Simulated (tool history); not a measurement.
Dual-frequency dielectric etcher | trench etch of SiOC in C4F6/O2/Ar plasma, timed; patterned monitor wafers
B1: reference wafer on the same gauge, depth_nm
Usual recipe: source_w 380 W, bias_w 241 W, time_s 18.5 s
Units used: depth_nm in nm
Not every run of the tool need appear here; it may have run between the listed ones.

Run 1, hour 0.0: usual settings; B1 35.78. Result: depth_nm 39.26 nm.
Run 2, hour 45.9: usual settings; B1 35.76. Result: depth_nm 39.33 nm.
Run 3, hour 86.9: usual settings but bias_w 269 W; B1 35.80. Result: depth_nm 40.72 nm.
At hour 112.4: bias power generator calibrated.
Run 4, hour 174.1: usual settings but bias_w 269 W; B1 35.80. Result: depth_nm 40.42 nm.
Run 5, hour 212.7: usual settings but bias_w 269 W; B1 35.81. Result: depth_nm 40.17 nm.
At hour 214.9: gauge calibrated.
Run 6, hour 318.0: usual settings; B1 35.80. Result: depth_nm 38.13 nm.
At hour 372.3: wet clean of the chamber.
Run 7, hour 393.6: usual settings but time_s 23.0 s; B1 35.81. Result: depth_nm 49.36 nm.
Run 8, hour 475.8: usual settings but time_s 23.0 s; B1 35.81. Result: depth_nm 48.69 nm.
Run 9, hour 539.4: usual settings but source_w 450 W, bias_w 194 W; B1 35.80. Result: depth_nm 38.60 nm.
Run 10, hour 628.0: usual settings but time_s 13.0 s; B1 35.80. Result: depth_nm 27.24 nm.
Run 11, hour 856.5: usual settings but source_w 470 W, time_s 15.5 s; B1 35.82. Result: depth_nm 33.95 nm.
At hour 947.8: wet clean of the chamber.
Run 12, hour 948.3: usual settings; B1 35.78. Result: depth_nm 39.81 nm.
Run 13, hour 986.5: usual settings but time_s 17.0 s; B1 35.81. Result: depth_nm 36.92 nm.
Run 14, hour 1058.1: usual settings but bias_w 196 W; B1 35.78. Result: depth_nm 37.37 nm.
Run 15, hour 1114.7: usual settings but source_w 290 W, bias_w 278 W, time_s 13.5 s; B1 35.80. Result: depth_nm 28.19 nm.
Run 16, hour 1249.5: usual settings but source_w 310 W, bias_w 219 W, time_s 16.5 s; B1 35.79. Result: depth_nm 31.96 nm.
At hour 1283.9: source power generator calibrated.
Run 17, hour 1315.7: usual settings but time_s 13.5 s; B1 35.79. Result: depth_nm 28.57 nm.
Run 18, hour 1384.0: usual settings but time_s 16.0 s; B1 35.81. Result: depth_nm 33.78 nm.
Run 19, hour 1471.0: usual settings; B1 35.81. Result: depth_nm 38.52 nm.
At hour 1497.4: upper electrode replaced.
At hour 1554.4: wet clean of the chamber.
Run 20, hour 1554.9: usual settings but source_w 290 W, bias_w 294 W, time_s 17.0 s; B1 35.81. Result: depth_nm 36.60 nm.
Run 21, hour 1646.9: usual settings but source_w 480 W, bias_w 213 W, time_s 22.5 s; B1 35.79. Result: depth_nm 50.18 nm.
Run 22, hour 1699.0: usual settings; B1 35.82. Result: depth_nm 39.94 nm.
Run 23, hour 1753.0: usual settings but source_w 310 W; B1 35.81. Result: depth_nm 37.39 nm.
Run 24, hour 1813.8: usual settings but source_w 470 W, bias_w 262 W, time_s 23.0 s; B1 35.81. Result: depth_nm 53.71 nm.
Run 25, hour 1907.5: usual settings; B1 35.79. Result: depth_nm 39.45 nm.
Run 26, hour 1944.5: usual settings but bias_w 259 W, time_s 23.5 s; B1 35.77. Result: depth_nm 50.72 nm.
Run 27, hour 2175.7: usual settings but time_s 13.5 s; B1 35.77. Result: depth_nm 28.08 nm.
At hour 2246.4: wet clean of the chamber.
Run 28, hour 2246.9: usual settings but source_w 430 W, time_s 23.0 s; B1 35.79. Result: depth_nm 51.23 nm.
Run 29, hour 2270.8: usual settings but source_w 300 W, bias_w 267 W, time_s 16.0 s; B1 35.80. Result: depth_nm 33.85 nm.

Consider 4 possible next runs. They are alternatives, not a sequence: every one starts from the tool as it was left by run 29. What does each give?
Run A, hour 2271.2: usual settings; B1 ?. Result: depth_nm ?.
Run B, hour 2271.2: usual settings but bias_w 182 W; B1 ?. Result: depth_nm ?.
Run C, hour 2271.2: usual settings but bias_w 260 W; B1 ?. Result: depth_nm ?.
Run D, hour 2271.2: usual settings but source_w 410 W, bias_w 267 W, time_s 20.5 s; B1 ?. Result: depth_nm ?.

run     B1  depth_nm
  A  35.80     39.63
  B  35.80     36.09
  C  35.80     40.68
  D  35.80     46.52
Without the tool's hidden state the same runs would have given:
run  depth_nm
  A     39.78
  B     36.23
  C     40.83
  D     46.70
